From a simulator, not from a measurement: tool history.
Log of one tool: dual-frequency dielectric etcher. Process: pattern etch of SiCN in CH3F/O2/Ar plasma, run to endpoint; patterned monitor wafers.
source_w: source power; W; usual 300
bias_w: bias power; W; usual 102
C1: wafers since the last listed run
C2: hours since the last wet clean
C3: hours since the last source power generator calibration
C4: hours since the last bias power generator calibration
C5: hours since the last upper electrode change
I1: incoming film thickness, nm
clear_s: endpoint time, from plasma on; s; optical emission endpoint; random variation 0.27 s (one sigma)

{"run": 1, "hour": 0.0, "source_w": 350, "bias_w": 102, "C1": 0, "C2": 322.6, "C3": 3095.2, "C4": 2239.8, "C5": 5097.4, "I1": 10.82, "clear_s": 26.8}
{"run": 2, "hour": 15.5, "source_w": 350, "bias_w": 102, "C1": 322, "C2": 338.1, "C3": 3110.7, "C4": 2255.3, "C5": 5112.9, "I1": 10.75, "clear_s": 26.6}
{"run": 3, "hour": 33.4, "source_w": 300, "bias_w": 102, "C1": 372, "C2": 356.0, "C3": 3128.6, "C4": 2273.2, "C5": 5130.8, "I1": 10.86, "clear_s": 28.9}
{"hour": 45.5, "done": "bias power generator calibrated"}
{"run": 4, "hour": 49.3, "source_w": 300, "bias_w": 102, "C1": 247, "C2": 371.9, "C3": 3144.5, "C4": 3.8, "C5": 5146.7, "I1": 10.84, "clear_s": 29.0}
{"run": 5, "hour": 56.8, "source_w": 300, "bias_w": 85, "C1": 156, "C2": 379.4, "C3": 3152.0, "C4": 11.3, "C5": 5154.2, "I1": 10.84, "clear_s": 32.4}
{"run": 6, "hour": 63.1, "source_w": 300, "bias_w": 102, "C1": 131, "C2": 385.7, "C3": 3158.3, "C4": 17.6, "C5": 5160.5, "I1": 10.93, "clear_s": 29.3}
{"run": 7, "hour": 81.0, "source_w": 300, "bias_w": 102, "C1": 372, "C2": 403.6, "C3": 3176.2, "C4": 35.5, "C5": 5178.4, "I1": 10.79, "clear_s": 28.8}
{"run": 8, "hour": 95.3, "source_w": 280, "bias_w": 102, "C1": 297, "C2": 417.9, "C3": 3190.5, "C4": 49.8, "C5": 5192.7, "I1": 10.69, "clear_s": 29.4}
{"run": 9, "hour": 106.6, "source_w": 280, "bias_w": 102, "C1": 235, "C2": 429.2, "C3": 3201.8, "C4": 61.1, "C5": 5204.0, "I1": 10.85, "clear_s": 30.2}
{"run": 10, "hour": 116.7, "source_w": 300, "bias_w": 102, "C1": 210, "C2": 439.3, "C3": 3211.9, "C4": 71.2, "C5": 5214.1, "I1": 10.77, "clear_s": 28.7}
{"hour": 153.2, "done": "wet clean of the chamber"}
{"run": 11, "hour": 153.7, "source_w": 280, "bias_w": 92, "C1": 270, "C2": 0.5, "C3": 3248.9, "C4": 108.2, "C5": 5251.1, "I1": 10.86, "clear_s": 31.5}
{"run": 12, "hour": 154.1, "source_w": 280, "bias_w": 92, "C1": 8, "C2": 0.9, "C3": 3249.3, "C4": 108.6, "C5": 5251.5, "I1": 10.79, "clear_s": 31.6}
{"run": 13, "hour": 159.5, "source_w": 280, "bias_w": 92, "C1": 112, "C2": 6.3, "C3": 3254.7, "C4": 114.0, "C5": 5256.9, "I1": 10.87, "clear_s": 32.1}
{"run": 14, "hour": 171.4, "source_w": 250, "bias_w": 121, "C1": 247, "C2": 18.2, "C3": 3266.6, "C4": 125.9, "C5": 5268.8, "I1": 10.74, "clear_s": 28.6}
{"run": 15, "hour": 186.6, "source_w": 300, "bias_w": 102, "C1": 316, "C2": 33.4, "C3": 3281.8, "C4": 141.1, "C5": 5284.0, "I1": 10.86, "clear_s": 28.1}
{"run": 16, "hour": 198.7, "source_w": 300, "bias_w": 102, "C1": 251, "C2": 45.5, "C3": 3293.9, "C4": 153.2, "C5": 5296.1, "I1": 10.88, "clear_s": 28.6}
{"hour": 208.4, "done": "source power generator calibrated"}
{"run": 17, "hour": 208.9, "source_w": 250, "bias_w": 121, "C1": 128, "C2": 55.7, "C3": 0.5, "C4": 163.4, "C5": 5306.3, "I1": 10.85, "clear_s": 29.0}
{"run": 18, "hour": 219.3, "source_w": 300, "bias_w": 82, "C1": 216, "C2": 66.1, "C3": 10.9, "C4": 173.8, "C5": 5316.7, "I1": 10.8, "clear_s": 32.0}
{"run": 19, "hour": 237.1, "source_w": 320, "bias_w": 117, "C1": 370, "C2": 83.9, "C3": 28.7, "C4": 191.6, "C5": 5334.5, "I1": 10.71, "clear_s": 24.9}
{"run": 20, "hour": 244.1, "source_w": 300, "bias_w": 127, "C1": 145, "C2": 90.9, "C3": 35.7, "C4": 198.6, "C5": 5341.5, "I1": 10.84, "clear_s": 25.2}
{"run": 21, "hour": 254.1, "source_w": 370, "bias_w": 126, "C1": 208, "C2": 100.9, "C3": 45.7, "C4": 208.6, "C5": 5351.5, "I1": 10.69, "clear_s": 21.9}
{"hour": 283.3, "done": "wet clean of the chamber, repeated, since the last time left the tool worse"}
{"hour": 305.6, "done": "upper electrode replaced"}
{"run": 22, "hour": 306.1, "source_w": 230, "bias_w": 81, "C1": 119, "C2": 22.8, "C3": 97.7, "C4": 260.6, "C5": 0.5, "I1": 10.86, "clear_s": 40.6}
{"run": 23, "hour": 306.4, "source_w": 230, "bias_w": 114, "C1": 6, "C2": 23.1, "C3": 98.0, "C4": 260.9, "C5": 0.8, "I1": 10.79, "clear_s": 33.7}
{"run": 24, "hour": 306.7, "source_w": 250, "bias_w": 110, "C1": 6, "C2": 23.4, "C3": 98.3, "C4": 261.2, "C5": 1.1, "I1": 10.71, "clear_s": 32.1}
{"run": 25, "hour": 307.0, "source_w": 360, "bias_w": 102, "C1": 6, "C2": 23.7, "C3": 98.6, "C4": 261.5, "C5": 1.4, "I1": 10.8, "clear_s": 26.5}
{"run": 26, "hour": 307.4, "source_w": 300, "bias_w": 102, "C1": 8, "C2": 24.1, "C3": 99.0, "C4": 261.9, "C5": 1.8, "I1": 10.8, "clear_s": 30.0}
{"run": 27, "hour": 320.4, "source_w": 350, "bias_w": 81, "C1": 270, "C2": 37.1, "C3": 112.0, "C4": 274.9, "C5": 14.8, "I1": 10.81, "clear_s": 31.5}
{"run": 28, "hour": 326.8, "source_w": 300, "bias_w": 102, "C1": 133, "C2": 43.5, "C3": 118.4, "C4": 281.3, "C5": 21.2, "I1": 10.76, "clear_s": 30.1}
{"run": 29, "hour": 343.2, "source_w": 230, "bias_w": 77, "C1": 341, "C2": 59.9, "C3": 134.8, "C4": 297.7, "C5": 37.6, "I1": 10.64, "clear_s": 40.9}
{"run": 30, "hour": 359.3, "source_w": 300, "bias_w": 102, "C1": 334, "C2": 76.0, "C3": 150.9, "C4": 313.8, "C5": 53.7, "I1": 10.72, "clear_s": 29.8}
{"run": 31, "hour": 376.6, "source_w": 240, "bias_w": 94, "C1": 359, "C2": 93.3, "C3": 168.2, "C4": 331.1, "C5": 71.0, "I1": 10.79, "clear_s": 35.8}
{"run": 32, "hour": 393.4, "source_w": 380, "bias_w": 120, "C1": 349, "C2": 110.1, "C3": 185.0, "C4": 347.9, "C5": 87.8, "I1": 10.56, "clear_s": 23.8}
{"run": 33, "hour": 409.7, "source_w": 220, "bias_w": 114, "C1": 339, "C2": 126.4, "C3": 201.3, "C4": 364.2, "C5": 104.1, "I1": 10.82, "clear_s": 34.2}
{"run": 34, "hour": 426.4, "source_w": 330, "bias_w": 102, "C1": 347, "C2": 143.1, "C3": 218.0, "C4": 380.9, "C5": 120.8, "I1": 10.82, "clear_s": 28.4}
{"run": 35, "hour": 434.0, "source_w": 330, "bias_w": 83, "C1": 158, "C2": 150.7, "C3": 225.6, "C4": 388.5, "C5": 128.4, "I1": 10.83, "clear_s": 31.4}

Forecast each of these 4 alternatives for the next run:
{"run": "A", "hour": 434.4, "source_w": 370, "bias_w": 102, "C1": 8, "C2": 151.1, "C3": 226.0, "C4": 388.9, "C5": 128.8, "I1": 10.83, "clear_s": "?"}
{"run": "B", "hour": 434.4, "source_w": 360, "bias_w": 110, "C1": 8, "C2": 151.1, "C3": 226.0, "C4": 388.9, "C5": 128.8, "I1": 10.83, "clear_s": "?"}
{"run": "C", "hour": 434.4, "source_w": 300, "bias_w": 120, "C1": 8, "C2": 151.1, "C3": 226.0, "C4": 388.9, "C5": 128.8, "I1": 10.83, "clear_s": "?"}
{"run": "D", "hour": 434.4, "source_w": 330, "bias_w": 121, "C1": 8, "C2": 151.1, "C3": 226.0, "C4": 388.9, "C5": 128.8, "I1": 10.83, "clear_s": "?"}

run=A clear_s=26.8
run=B clear_s=26.1
run=C clear_s=27.6
run=D clear_s=26.1
Without the tool's hidden state the same runs would have given:
run=A clear_s=27.0
run=B clear_s=26.4
run=C clear_s=27.9
run=D clear_s=26.3
